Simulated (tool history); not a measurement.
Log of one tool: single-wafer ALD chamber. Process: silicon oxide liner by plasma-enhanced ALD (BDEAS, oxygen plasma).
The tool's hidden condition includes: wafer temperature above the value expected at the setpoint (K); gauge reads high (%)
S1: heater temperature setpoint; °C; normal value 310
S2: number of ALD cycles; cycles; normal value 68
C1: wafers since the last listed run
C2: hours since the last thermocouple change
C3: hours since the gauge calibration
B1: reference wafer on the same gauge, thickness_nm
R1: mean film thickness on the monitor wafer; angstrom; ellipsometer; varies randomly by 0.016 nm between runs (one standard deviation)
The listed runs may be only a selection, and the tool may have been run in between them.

Run 1, hour 0: usual settings; C1 0; C2 1059.8; C3 325.1; B1 5.861. Result: R1 64.62 angstrom.
Run 2, hour 30.4: usual settings; C1 200; C2 1090.2; C3 355.5; B1 5.86. Result: R1 64.4 angstrom.
Run 3, hour 71.6: usual settings but S1 302 °C; C1 272; C2 1131.4; C3 396.7; B1 5.858. Result: R1 65.26 angstrom.
Run 4, hour 96: usual settings but S1 302 °C; C1 161; C2 1155.8; C3 421.1; B1 5.861. Result: R1 65.17 angstrom.
Run 5, hour 140.8: usual settings but S1 302 °C; C1 296; C2 1200.6; C3 465.9; B1 5.86. Result: R1 65.42 angstrom.
Run 6, hour 202.2: usual settings but S2 72 cycles; C1 405; C2 1262; C3 527.3; B1 5.861. Result: R1 68.13 angstrom.
Run 7, hour 271.9: usual settings; C1 460; C2 1331.7; C3 597; B1 5.859. Result: R1 64.13 angstrom.
Run 8, hour 330.3: usual settings; C1 386; C2 1390.1; C3 655.4; B1 5.86. Result: R1 64.14 angstrom.
Run 9, hour 368.7: usual settings; C1 253; C2 1428.5; C3 693.8; B1 5.86. Result: R1 64.66 angstrom.
Run 10, hour 415.1: usual settings; C1 306; C2 1474.9; C3 740.2; B1 5.86. Result: R1 64.46 angstrom.
At hour 448.9: gauge calibrated.
Run 11, hour 466: usual settings; C1 336; C2 1525.8; C3 17.1; B1 5.86. Result: R1 64.39 angstrom.
Run 12, hour 527.2: usual settings; C1 404; C2 1587; C3 78.3; B1 5.862. Result: R1 64.51 angstrom.
Run 13, hour 581.1: usual settings but S1 314 °C, S2 61 cycles; C1 356; C2 1640.9; C3 132.2; B1 5.859. Result: R1 57.36 angstrom.
Run 14, hour 772.1: usual settings but S2 59 cycles; C1 1262; C2 1831.9; C3 323.2; B1 5.86. Result: R1 55.99 angstrom.
Run 15, hour 826.5: usual settings; C1 359; C2 1886.3; C3 377.6; B1 5.862. Result: R1 64.5 angstrom.
Run 16, hour 896: usual settings but S1 301 °C, S2 58 cycles; C1 459; C2 1955.8; C3 447.1; B1 5.862. Result: R1 55.95 angstrom.
At hour 957.6: thermocouple changed; heater temperature recalibrated.
Run 17, hour 965: usual settings but S1 314 °C, S2 72 cycles; C1 403; C2 7.4; C3 516.1; B1 5.864. Result: R1 67.74 angstrom.
Run 18, hour 1009.6: usual settings but S1 304 °C, S2 59 cycles; C1 294; C2 52; C3 560.7; B1 5.86. Result: R1 56.53 angstrom.
Run 19, hour 1053.9: usual settings but S1 320 °C, S2 75 cycles; C1 292; C2 96.3; C3 605; B1 5.86. Result: R1 70.03 angstrom.
Run 20, hour 1082.4: usual settings but S1 314 °C, S2 81 cycles; C1 188; C2 124.8; C3 633.5; B1 5.859. Result: R1 76.33 angstrom.
Run 21, hour 1111.2: usual settings; C1 190; C2 153.6; C3 662.3; B1 5.863. Result: R1 64.57 angstrom.
Run 22, hour 1163.8: usual settings; C1 347; C2 206.2; C3 714.9; B1 5.858. Result: R1 64.53 angstrom.
Run 23, hour 1331.6: usual settings but S1 317 °C, S2 59 cycles; C1 1109; C2 374; C3 882.7; B1 5.862. Result: R1 55.17 angstrom.
Run 24, hour 1361.2: usual settings but S1 306 °C; C1 195; C2 403.6; C3 912.3; B1 5.859. Result: R1 65.01 angstrom.

Branching from run 24: 3 alternative next runs. What would each branch give?
Run A, hour 1361.7: usual settings; C1 3; C2 404.1; C3 912.8; B1 ?. Result: R1 ?.
Run B, hour 1361.7: usual settings but S1 325 °C, S2 58 cycles; C1 3; C2 404.1; C3 912.8; B1 ?. Result: R1 ?.
Run C, hour 1361.7: usual settings but S1 300 °C; C1 3; C2 404.1; C3 912.8; B1 ?. Result: R1 ?.

run     B1     R1
  A  5.861  64.24
  B  5.861  53.46
  C  5.861  65.48
Take away the tool's hidden state, keep each run's random variation, and the runs would have read:
run     R1
  A  64.24
  B  53.46
  C  65.48

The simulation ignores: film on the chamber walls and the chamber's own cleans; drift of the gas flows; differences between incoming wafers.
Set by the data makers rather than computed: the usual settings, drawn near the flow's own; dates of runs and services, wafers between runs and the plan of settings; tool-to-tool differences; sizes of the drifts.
